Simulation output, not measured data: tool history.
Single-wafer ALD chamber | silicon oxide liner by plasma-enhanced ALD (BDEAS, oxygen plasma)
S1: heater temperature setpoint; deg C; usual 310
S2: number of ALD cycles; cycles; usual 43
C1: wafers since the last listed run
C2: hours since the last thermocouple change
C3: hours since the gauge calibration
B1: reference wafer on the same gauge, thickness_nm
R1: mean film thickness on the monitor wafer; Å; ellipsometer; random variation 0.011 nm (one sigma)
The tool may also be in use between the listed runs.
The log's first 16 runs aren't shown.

run 17 day=14.788 | S1=310 S2=43 | C1=227 C2=1000.6 C3=28.7 | B1=4.872 | R1=45.72
run 18 day=15.604 | S1=297 S2=36 | C1=176 C2=1020.2 C3=48.3 | B1=4.871 | R1=39.40
-- day=16.512 thermocouple changed; heater temperature recalibrated
run 19 day=16.533 | S1=310 S2=39 | C1=128 C2=0.5 C3=70.6 | B1=4.869 | R1=41.41
run 20 day=17.450 | S1=322 S2=46 | C1=198 C2=22.5 C3=92.6 | B1=4.869 | R1=47.73
run 21 day=18.600 | S1=320 S2=50 | C1=248 C2=50.1 C3=120.2 | B1=4.871 | R1=52.29
run 22 day=20.075 | S1=319 S2=37 | C1=319 C2=85.5 C3=155.6 | B1=4.870 | R1=38.70
run 23 day=21.421 | S1=314 S2=35 | C1=291 C2=117.8 C3=187.9 | B1=4.871 | R1=36.80
run 24 day=22.104 | S1=310 S2=43 | C1=147 C2=134.2 C3=204.3 | B1=4.870 | R1=45.71
run 25 day=22.825 | S1=303 S2=46 | C1=156 C2=151.5 C3=221.6 | B1=4.871 | R1=49.36
run 26 day=24.033 | S1=324 S2=48 | C1=261 C2=180.5 C3=250.6 | B1=4.871 | R1=49.67
run 27 day=25.471 | S1=310 S2=43 | C1=311 C2=215.0 C3=285.1 | B1=4.870 | R1=45.40
run 28 day=26.483 | S1=310 S2=43 | C1=219 C2=239.3 C3=309.4 | B1=4.868 | R1=45.78
run 29 day=27.258 | S1=323 S2=49 | C1=167 C2=257.9 C3=328.0 | B1=4.870 | R1=50.62
run 30 day=28.521 | S1=322 S2=45 | C1=273 C2=288.2 C3=358.3 | B1=4.871 | R1=46.87
run 31 day=29.862 | S1=317 S2=38 | C1=290 C2=320.4 C3=390.5 | B1=4.871 | R1=39.81
run 32 day=30.662 | S1=321 S2=50 | C1=173 C2=339.6 C3=409.7 | B1=4.869 | R1=51.96

4 ways to go on from here, each from the tool as it stands after run 32. What would each give?
run A day=30.683 | S1=310 S2=43 | C1=4 C2=340.1 C3=410.2 | B1=? | R1=?
run B day=30.683 | S1=310 S2=50 | C1=4 C2=340.1 C3=410.2 | B1=? | R1=?
run C day=30.683 | S1=302 S2=35 | C1=4 C2=340.1 C3=410.2 | B1=? | R1=?
run D day=30.683 | S1=310 S2=37 | C1=4 C2=340.1 C3=410.2 | B1=? | R1=?

run=A B1=4.869 R1=45.67
run=B B1=4.869 R1=53.11
run=C B1=4.869 R1=37.66
run=D B1=4.869 R1=39.30
Without the tool's hidden state the same runs would have given:
run=A R1=45.67
run=B R1=53.11
run=C R1=37.66
run=D R1=39.30

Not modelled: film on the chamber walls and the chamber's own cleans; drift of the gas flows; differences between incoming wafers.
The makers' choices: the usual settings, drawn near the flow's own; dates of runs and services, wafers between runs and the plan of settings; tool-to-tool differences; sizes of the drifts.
